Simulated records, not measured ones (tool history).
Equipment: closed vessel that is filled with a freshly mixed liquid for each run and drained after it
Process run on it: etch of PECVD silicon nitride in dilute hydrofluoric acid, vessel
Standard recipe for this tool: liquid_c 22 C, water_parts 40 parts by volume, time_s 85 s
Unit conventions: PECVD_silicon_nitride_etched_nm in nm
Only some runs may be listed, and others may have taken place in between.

| run | hour | liquid_c | water_parts | time_s | read-back film thickness of the PECVD silicon nitride reference wafer, read on the same gauge (nm) | PECVD_silicon_nitride_etched_nm |
|---|---|---|---|---|---|---|
| 1 | 0 | 22 | 35 | 60 | 50 | 5.04 |
| 2 | 97.3 | 22 | 35 | 85 | 50 | 7.31 |
| 3 | 178.3 | 22 | 35 | 85 | 50.01 | 7.4 |
| 4 | 272.8 | 22 | 40 | 85 | 50 | 6.45 |
| 5 | 367.5 | 22 | 40 | 85 | 50.02 | 6.6 |
| 6 | 411.9 | 18.5 | 40 | 85 | 50 | 5.18 |
| 7 | 457.6 | 18.5 | 40 | 85 | 49.98 | 5.24 |
|  | 522 | thermometer replaced |
| 8 | 562.6 | 18.5 | 40 | 85 | 49.99 | 4.58 |
| 9 | 615.3 | 22 | 40 | 85 | 49.99 | 6.02 |
|  | 685.2 | hydrofluoric acid flow meter replaced |
| 10 | 694.8 | 24 | 60 | 55 | 49.99 | 2.88 |
| 11 | 786.4 | 23.5 | 20 | 50 | 49.99 | 7.32 |
| 12 | 855.5 | 22 | 40 | 85 | 50 | 5.82 |
|  | 864.8 | gauge calibrated |
| 13 | 924.4 | 22 | 40 | 85 | 49.98 | 5.87 |
| 14 | 999.3 | 24.5 | 60 | 65 | 49.99 | 3.67 |
| 15 | 1048.3 | 22 | 40 | 85 | 50.02 | 6.04 |
| 16 | 1084.6 | 27 | 40 | 85 | 50 | 8.39 |
| 17 | 1143.7 | 19 | 50 | 70 | 50 | 3.3 |
| 18 | 1227.6 | 19 | 50 | 85 | 50.01 | 3.97 |

Below are 4 alternative next runs, each starting from the tool's condition after run 18. Predict each:
| A | 1228.3 | 22 | 40 | 135 | ? | ? |
| B | 1228.3 | 23.5 | 40 | 115 | ? | ? |
| C | 1228.3 | 24 | 40 | 100 | ? | ? |
| D | 1228.3 | 24.5 | 60 | 85 | ? | ? |

| run | read-back film thickness of the PECVD silicon nitride reference wafer, read on the same gauge (nm) | PECVD_silicon_nitride_etched_nm |
|---|---|---|
| A | 49.99 | 9.57 |
| B | 49.99 | 9.03 |
| C | 49.99 | 8.12 |
| D | 49.99 | 4.8 |
With the hidden condition removed and each run's random variation left untouched, the same runs would have given:
| run | PECVD_silicon_nitride_etched_nm |
|---|---|
| A | 8.75 |
| B | 8.26 |
| C | 7.43 |
| D | 4.39 |
